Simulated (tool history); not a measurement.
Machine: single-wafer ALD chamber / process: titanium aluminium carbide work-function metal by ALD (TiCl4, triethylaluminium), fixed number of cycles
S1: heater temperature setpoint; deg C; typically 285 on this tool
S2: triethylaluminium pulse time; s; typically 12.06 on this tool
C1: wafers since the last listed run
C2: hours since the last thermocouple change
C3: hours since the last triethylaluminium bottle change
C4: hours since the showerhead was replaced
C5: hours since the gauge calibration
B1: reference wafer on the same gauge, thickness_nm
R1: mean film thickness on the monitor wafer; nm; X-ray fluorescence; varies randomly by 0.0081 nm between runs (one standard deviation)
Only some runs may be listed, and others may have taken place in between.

{"run": 1, "day": 0.0, "S1": 285, "S2": 12.06, "C1": 0, "C2": 721.3, "C3": 156.6, "C4": 3767.8, "C5": 233.6, "B1": 1.642, "R1": 1.88}
{"run": 2, "day": 1.446, "S1": 285, "S2": 12.06, "C1": 449, "C2": 756.0, "C3": 191.3, "C4": 3802.5, "C5": 268.3, "B1": 1.64, "R1": 1.888}
{"day": 1.492, "done": "gauge calibrated"}
{"run": 3, "day": 2.083, "S1": 285, "S2": 12.06, "C1": 198, "C2": 771.3, "C3": 206.6, "C4": 3817.8, "C5": 14.2, "B1": 1.638, "R1": 1.887}
{"run": 4, "day": 3.238, "S1": 285, "S2": 9.8, "C1": 359, "C2": 799.0, "C3": 234.3, "C4": 3845.5, "C5": 41.9, "B1": 1.637, "R1": 1.802}
{"run": 5, "day": 4.533, "S1": 285, "S2": 9.8, "C1": 403, "C2": 830.1, "C3": 265.4, "C4": 3876.6, "C5": 73.0, "B1": 1.64, "R1": 1.8}
{"run": 6, "day": 5.212, "S1": 285, "S2": 9.8, "C1": 211, "C2": 846.4, "C3": 281.7, "C4": 3892.9, "C5": 89.3, "B1": 1.641, "R1": 1.816}
{"run": 7, "day": 6.262, "S1": 285, "S2": 12.06, "C1": 326, "C2": 871.6, "C3": 306.9, "C4": 3918.1, "C5": 114.5, "B1": 1.643, "R1": 1.883}
{"run": 8, "day": 7.646, "S1": 285, "S2": 12.06, "C1": 430, "C2": 904.8, "C3": 340.1, "C4": 3951.3, "C5": 147.7, "B1": 1.64, "R1": 1.872}
{"day": 9.221, "done": "showerhead replaced"}
{"run": 9, "day": 9.242, "S1": 285, "S2": 12.06, "C1": 392, "C2": 943.1, "C3": 378.4, "C4": 0.5, "C5": 186.0, "B1": 1.64, "R1": 1.873}
{"run": 10, "day": 10.062, "S1": 297, "S2": 8.73, "C1": 255, "C2": 962.8, "C3": 398.1, "C4": 20.2, "C5": 205.7, "B1": 1.64, "R1": 1.84}
{"run": 11, "day": 11.275, "S1": 290, "S2": 15.55, "C1": 377, "C2": 991.9, "C3": 427.2, "C4": 49.3, "C5": 234.8, "B1": 1.638, "R1": 1.957}
{"run": 12, "day": 12.55, "S1": 296, "S2": 16.52, "C1": 396, "C2": 1022.5, "C3": 457.8, "C4": 79.9, "C5": 265.4, "B1": 1.641, "R1": 2.011}
{"day": 12.65, "done": "gauge calibrated"}
{"run": 13, "day": 13.133, "S1": 285, "S2": 12.06, "C1": 181, "C2": 1036.5, "C3": 471.8, "C4": 93.9, "C5": 11.6, "B1": 1.639, "R1": 1.861}
{"day": 13.708, "done": "thermocouple changed; heater temperature recalibrated"}
{"run": 14, "day": 14.325, "S1": 285, "S2": 9.8, "C1": 267, "C2": 14.8, "C3": 500.4, "C4": 122.5, "C5": 40.2, "B1": 1.641, "R1": 1.805}
{"run": 15, "day": 15.796, "S1": 296, "S2": 15.76, "C1": 457, "C2": 50.1, "C3": 535.7, "C4": 157.8, "C5": 75.5, "B1": 1.64, "R1": 2.023}
{"day": 16.575, "done": "triethylaluminium bottle replaced"}
{"run": 16, "day": 16.829, "S1": 296, "S2": 16.1, "C1": 217, "C2": 74.9, "C3": 6.1, "C4": 182.6, "C5": 100.3, "B1": 1.642, "R1": 2.023}
{"run": 17, "day": 18.088, "S1": 285, "S2": 12.06, "C1": 391, "C2": 105.1, "C3": 36.3, "C4": 212.8, "C5": 130.5, "B1": 1.639, "R1": 1.885}
{"run": 18, "day": 19.512, "S1": 298, "S2": 8.79, "C1": 443, "C2": 139.3, "C3": 70.5, "C4": 247.0, "C5": 164.7, "B1": 1.642, "R1": 1.851}
{"run": 19, "day": 20.738, "S1": 291, "S2": 12.06, "C1": 381, "C2": 168.7, "C3": 99.9, "C4": 276.4, "C5": 194.1, "B1": 1.639, "R1": 1.926}

Each row is a separate what-if for the run after 19, all from the same tool condition, not one after another. Results?
{"run": "A", "day": 20.754, "S1": 285, "S2": 12.06, "C1": 5, "C2": 169.1, "C3": 100.3, "C4": 276.8, "C5": 194.5, "B1": "?", "R1": "?"}
{"run": "B", "day": 20.754, "S1": 298, "S2": 13.75, "C1": 5, "C2": 169.1, "C3": 100.3, "C4": 276.8, "C5": 194.5, "B1": "?", "R1": "?"}
{"run": "C", "day": 20.754, "S1": 298, "S2": 15.99, "C1": 5, "C2": 169.1, "C3": 100.3, "C4": 276.8, "C5": 194.5, "B1": "?", "R1": "?"}
{"run": "D", "day": 20.754, "S1": 275, "S2": 9.13, "C1": 5, "C2": 169.1, "C3": 100.3, "C4": 276.8, "C5": 194.5, "B1": "?", "R1": "?"}

run=A B1=1.639 R1=1.882
run=B B1=1.639 R1=2.030
run=C B1=1.639 R1=2.039
run=D B1=1.639 R1=1.683
Take away the tool's hidden state, keep each run's random variation, and the runs would have read:
run=A R1=1.882
run=B R1=2.030
run=C R1=2.039
run=D R1=1.683
